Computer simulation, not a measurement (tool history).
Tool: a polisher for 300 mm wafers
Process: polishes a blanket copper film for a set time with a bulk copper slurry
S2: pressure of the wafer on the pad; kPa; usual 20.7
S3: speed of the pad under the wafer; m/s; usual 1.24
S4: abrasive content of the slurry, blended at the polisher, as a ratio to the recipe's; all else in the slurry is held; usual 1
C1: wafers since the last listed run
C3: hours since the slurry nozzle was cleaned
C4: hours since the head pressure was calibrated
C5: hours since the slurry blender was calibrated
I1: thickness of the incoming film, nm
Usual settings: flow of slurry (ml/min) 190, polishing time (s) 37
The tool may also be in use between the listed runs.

Run 1, hour 0: usual settings; C1 0; wafers polished on this pad 1326; C3 285.1; C4 1019.1; C5 164.7; I1 4168.9. Result: film removed (nm) 526.9.
At hour 21.1: slurry blender recalibrated.
Run 2, hour 23.4: usual settings; C1 168; wafers polished on this pad 1495; C3 308.5; C4 1042.5; C5 2.3; I1 4221.7. Result: film removed (nm) 523.2.
At hour 41.9: worn pad replaced by a new one.
Run 3, hour 44.6: usual settings but flow of slurry (ml/min) 205; C1 135; wafers polished on this pad 21; C3 329.7; C4 1063.7; C5 23.5; I1 4332.5. Result: film removed (nm) 529.4.
At hour 65.6: slurry nozzle cleaned.
Run 4, hour 78.8: usual settings but flow of slurry (ml/min) 205; C1 261; wafers polished on this pad 283; C3 13.2; C4 1097.9; C5 57.7; I1 4240.6. Result: film removed (nm) 530.7.
At hour 100.4: head pressure recalibrated.
Run 5, hour 103.1: usual settings but polishing time (s) 28; C1 175; wafers polished on this pad 459; C3 37.5; C4 2.7; C5 82; I1 4211.7. Result: film removed (nm) 395.2.
Run 6, hour 126.9: usual settings but S3 1.1 m/s; C1 187; wafers polished on this pad 646; C3 61.3; C4 26.5; C5 105.8; I1 4265.1. Result: film removed (nm) 459.2.
Run 7, hour 156.7: usual settings; C1 235; wafers polished on this pad 881; C3 91.1; C4 56.3; C5 135.6; I1 4304.2. Result: film removed (nm) 519.6.
Run 8, hour 179.3: usual settings; C1 178; wafers polished on this pad 1059; C3 113.7; C4 78.9; C5 158.2; I1 4280.7. Result: film removed (nm) 525.1.
Run 9, hour 197: usual settings but S2 16.5 kPa, polishing time (s) 29; C1 139; wafers polished on this pad 1199; C3 131.4; C4 96.6; C5 175.9; I1 4172.3. Result: film removed (nm) 340.
Run 10, hour 224: usual settings but flow of slurry (ml/min) 125, S3 0.96 m/s; C1 212; wafers polished on this pad 1412; C3 158.4; C4 123.6; C5 202.9; I1 4293.6. Result: film removed (nm) 383.
At hour 253.2: slurry blender recalibrated.
At hour 256.8: worn pad replaced by a new one.
Run 11, hour 257.3: usual settings; C1 218; wafers polished on this pad 4; C3 191.7; C4 156.9; C5 4.1; I1 4243.5. Result: film removed (nm) 520.3.
Run 12, hour 282.4: usual settings but flow of slurry (ml/min) 155, S2 24.1 kPa, S4 1.25; C1 197; wafers polished on this pad 202; C3 216.8; C4 182; C5 29.2; I1 4290.6. Result: film removed (nm) 605.2.
Run 13, hour 304.9: usual settings; C1 177; wafers polished on this pad 379; C3 239.3; C4 204.5; C5 51.7; I1 4235. Result: film removed (nm) 531.2.
Run 14, hour 333: usual settings but flow of slurry (ml/min) 145, S2 13.8 kPa, S3 1.46 m/s, polishing time (s) 46; C1 221; wafers polished on this pad 601; C3 267.4; C4 232.6; C5 79.8; I1 4264.7. Result: film removed (nm) 520.9.
Run 15, hour 351.8: usual settings but flow of slurry (ml/min) 225; C1 148; wafers polished on this pad 749; C3 286.2; C4 251.4; C5 98.6; I1 4286.4. Result: film removed (nm) 528.6.
At hour 366.7: slurry nozzle cleaned.
Run 16, hour 384.8: usual settings but polishing time (s) 31; C1 252; wafers polished on this pad 1001; C3 18.1; C4 284.4; C5 131.6; I1 4310. Result: film removed (nm) 438.2.
Run 17, hour 413.1: usual settings but S3 0.82 m/s, S4 0.8; C1 223; wafers polished on this pad 1225; C3 46.4; C4 312.7; C5 159.9; I1 4254.5. Result: film removed (nm) 340.2.
At hour 441.4: worn pad replaced by a new one.
Run 18, hour 441.9: usual settings; C1 195; wafers polished on this pad 4; C3 75.2; C4 341.5; C5 188.7; I1 4251.6. Result: film removed (nm) 518.7.
Run 19, hour 453.7: usual settings but S3 1 m/s; C1 93; wafers polished on this pad 97; C3 87; C4 353.3; C5 200.5; I1 4225.5. Result: film removed (nm) 426.5.
Run 20, hour 479.7: usual settings but S4 0.9; C1 205; wafers polished on this pad 302; C3 113; C4 379.3; C5 226.5; I1 4241.7. Result: film removed (nm) 503.
At hour 490.4: slurry blender recalibrated.
Run 21, hour 502.2: usual settings; C1 161; wafers polished on this pad 464; C3 135.5; C4 401.8; C5 11.8; I1 4218.5. Result: film removed (nm) 526.5.
Run 22, hour 519.1: usual settings but polishing time (s) 25; C1 133; wafers polished on this pad 597; C3 152.4; C4 418.7; C5 28.7; I1 4305.4. Result: film removed (nm) 350.
Run 23, hour 531.2: usual settings; C1 95; wafers polished on this pad 692; C3 164.5; C4 430.8; C5 40.8; I1 4246.1. Result: film removed (nm) 519.
Run 24, hour 559.1: usual settings; C1 220; wafers polished on this pad 912; C3 192.4; C4 458.7; C5 68.7; I1 4274.5. Result: film removed (nm) 517.3.
Run 25, hour 581.6: usual settings but flow of slurry (ml/min) 155, S2 27.6 kPa, S4 0.8, polishing time (s) 49; C1 177; wafers polished on this pad 1090; C3 214.9; C4 481.2; C5 91.2; I1 4238.9. Result: film removed (nm) 812.9.
Run 26, hour 604.8: usual settings; C1 182; wafers polished on this pad 1273; C3 238.1; C4 504.4; C5 114.4; I1 4273.5. Result: film removed (nm) 528.1.
Run 27, hour 635.7: usual settings but flow of slurry (ml/min) 205; C1 243; wafers polished on this pad 1516; C3 269; C4 535.3; C5 145.3; I1 4275.1. Result: film removed (nm) 535.5.
At hour 646.9: worn pad replaced by a new one.
Run 28, hour 652.5: usual settings but S4 1.15; C1 100; wafers polished on this pad 44; C3 285.8; C4 552.1; C5 162.1; I1 4248.4. Result: film removed (nm) 543.9.
At hour 711.2: slurry nozzle cleaned.
At hour 712.9: slurry blender recalibrated.
Run 29, hour 754.8: usual settings; C1 785; wafers polished on this pad 829; C3 43.6; C4 654.4; C5 41.9; I1 4237.3. Result: film removed (nm) 528.4.
Run 30, hour 778: usual settings but flow of slurry (ml/min) 125, S2 17.2 kPa, S3 0.96 m/s, polishing time (s) 41; C1 182; wafers polished on this pad 1012; C3 66.8; C4 677.6; C5 65.1; I1 4318.7. Result: film removed (nm) 356.7.
Run 31, hour 796.3: usual settings but flow of slurry (ml/min) 155; C1 144; wafers polished on this pad 1157; C3 85.1; C4 695.9; C5 83.4; I1 4185.4. Result: film removed (nm) 501.3.

The tool's hidden state at each run:
removal rate lost through wear of the pad, %: 0 in every run
slurry flow missing at the pad, %: 0 in every run
deviation of the head's pressure from its setpoint, %: 0 in every run
abrasive missing from the slurry, %: 0 in every run
